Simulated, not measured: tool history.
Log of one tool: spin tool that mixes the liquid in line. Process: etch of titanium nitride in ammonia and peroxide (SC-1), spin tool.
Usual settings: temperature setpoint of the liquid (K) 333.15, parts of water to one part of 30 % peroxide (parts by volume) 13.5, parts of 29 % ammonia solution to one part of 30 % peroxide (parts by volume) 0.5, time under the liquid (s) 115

run	hour	temperature setpoint of the liquid (K)	parts of water to one part of 30 % peroxide (parts by volume)	parts of 29 % ammonia solution to one part of 30 % peroxide (parts by volume)	time under the liquid (s)	wafers since the last listed run	hours since the thermometer was replaced	hours since the ammonia flow meter was replaced	hours since the heated supply line was repaired	hours since the drum of ammonia solution was connected	hours since the gauge calibration	read-back film thickness of the titanium nitride reference wafer, read on the same gauge (nm)	thickness taken off the titanium nitride on a monitor wafer (Å)
1	0	333.15	13.5	0.5	140	0	2487.4	157.6	222	436.9	1176.5	110.02	140.5
2	13.3	333.15	13.5	0.5	140	121	2500.7	170.9	235.3	450.2	1189.8	110	139.6
3	41.4	333.15	13.5	0.5	115	257	2528.8	199	263.4	478.3	1217.9	110.01	113.8
4	61.9	327.15	19	0.3	185	188	2549.3	219.5	283.9	498.8	1238.4	110	91.7
5	90.6	327.65	19	0.5	115	263	2578	248.2	312.6	527.5	1267.1	109.99	65.8
# hour 100.5: gauge calibrated
6	111.1	337.15	18.5	0.4	80	188	2598.5	268.7	333.1	548	10.6	109.99	82.5
# hour 178.5: new drum of ammonia solution connected
7	208.7	333.15	19.5	0.5	115	885	2696.1	366.3	430.7	30.2	108.2	110.01	92.8
8	232.8	333.15	7	0.3	115	221	2720.2	390.4	454.8	54.3	132.3	110.01	145.9
# hour 239.5: thermometer replaced
9	260.2	329.15	7.5	0.5	65	242	20.7	417.8	482.2	81.7	159.7	109.99	73.1
10	292.8	333.15	13.5	0.5	115	298	53.3	450.4	514.8	114.3	192.3	110	122.3
11	317.2	333.15	13.5	0.75	115	223	77.7	474.8	539.2	138.7	216.7	110	131.9
12	334.5	333.15	13.5	0.5	115	158	95	492.1	556.5	156	234	110	120.8
13	367.7	329.15	13.5	0.5	165	304	128.2	525.3	589.7	189.2	267.2	110.01	133.9
14	400.9	333.15	13.5	0.5	70	304	161.4	558.5	622.9	222.4	300.4	110.01	75.4
15	420.8	333.15	13.5	0.5	115	182	181.3	578.4	642.8	242.3	320.3	109.98	120.3
16	448.3	333.15	13.5	0.5	115	252	208.8	605.9	670.3	269.8	347.8	110	122.4
17	477.7	341.65	16	0.5	115	269	238.2	635.3	699.7	299.2	377.2	109.99	189.9

Forecast run 18:
18	493.7	333.15	13.5	0.5	115	146	254.2	651.3	715.7	315.2	393.2	?	?

Run 18 gave read-back film thickness of the titanium nitride reference wafer, read on the same gauge (nm) 110.02, thickness taken off the titanium nitride on a monitor wafer (Å) 120.
Without the tool's hidden state the same run would have given thickness taken off the titanium nitride on a monitor wafer (Å) 127.6.
